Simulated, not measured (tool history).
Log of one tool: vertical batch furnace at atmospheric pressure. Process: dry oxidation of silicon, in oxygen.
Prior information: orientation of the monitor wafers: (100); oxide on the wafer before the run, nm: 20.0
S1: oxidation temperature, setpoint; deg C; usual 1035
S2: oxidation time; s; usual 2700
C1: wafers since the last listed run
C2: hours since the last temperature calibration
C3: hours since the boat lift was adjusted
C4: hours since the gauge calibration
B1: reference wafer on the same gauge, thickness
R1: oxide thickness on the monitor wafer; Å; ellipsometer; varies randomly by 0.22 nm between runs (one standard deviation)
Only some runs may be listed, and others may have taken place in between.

run,hour,S1,S2,C1,C2,C3,C4,B1,R1
1,0,1043,2400,0,2329.2,1429,167.5,78.13,677.4
2,8.1,1029,3150,99,2337.3,1437.1,175.6,78.05,703.6
3,24.1,1029,3150,195,2353.3,1453.1,191.6,78.19,700.5
4,61,1025,2700,451,2390.2,1490,228.5,78.21,630.6
5,68.3,1025,2700,89,2397.5,1497.3,235.8,78.02,624.7
6,84.9,1025,2700,203,2414.1,1513.9,252.4,78.09,629.4
7,96.1,1035,2700,137,2425.3,1525.1,263.6,78.14,679.4
8,111.8,1035,2100,192,2441,1540.8,279.3,78.04,595.2
9,121.6,1035,2100,119,2450.8,1550.6,289.1,78.09,594.3
# hour 149.8: boat lift adjusted
10,150.3,1047,2700,57,2479.5,0.5,317.8,78.16,741.7
11,154.8,1047,2700,55,2484,5,322.3,78.14,744.9
12,159.4,1015,2700,56,2488.6,9.6,326.9,78.13,580.9
13,167.9,1015,2700,104,2497.1,18.1,335.4,78.08,579.2
# hour 184: gauge calibrated
# hour 198.5: thermocouples replaced and temperature profile calibrated
14,199,1015,2700,86,0.5,49.2,15,78.07,580.8
15,203.6,1020,2700,56,5.1,53.8,19.6,78.14,604.9
16,210.9,1043,3960,89,12.4,61.1,26.9,78.07,898.6
17,224.1,1019,2700,161,25.6,74.3,40.1,78.08,600.5
18,242,1035,4050,219,43.5,92.2,58,78.08,852.5
19,259.2,1010,2250,210,60.7,109.4,75.2,78.03,509
20,270.9,1047,2700,143,72.4,121.1,86.9,78.12,745.2
21,279.3,1054,1980,102,80.8,129.5,95.3,78.13,660.9
22,325.3,1018,2700,562,126.8,175.5,141.3,78.19,596.8
23,334.2,1056,2700,108,135.7,184.4,150.2,78.05,791
24,353.1,1042,2700,231,154.6,203.3,169.1,78,708.9
25,366.7,1035,3870,166,168.2,216.9,182.7,78.12,830.4
26,374.2,1035,3930,91,175.7,224.4,190.2,78.08,841.4
27,389.5,1043,3960,187,191,239.7,205.5,78.11,894.5
28,400.4,1057,2190,133,201.9,250.6,216.4,78.15,713.6
29,412.5,1035,2700,148,214,262.7,228.5,78.18,681.4

Entry by entry between the runs, the difference in hidden state between the last listed run before and the first listed run after:
Logged between run 9 and run 10: boat lift adjusted (hour 149.8)
  both runs share identical hidden conditions
Logged between run 13 and run 14: gauge calibrated (hour 184); thermocouples replaced and temperature profile calibrated (hour 198.5)
  both runs share identical hidden conditions
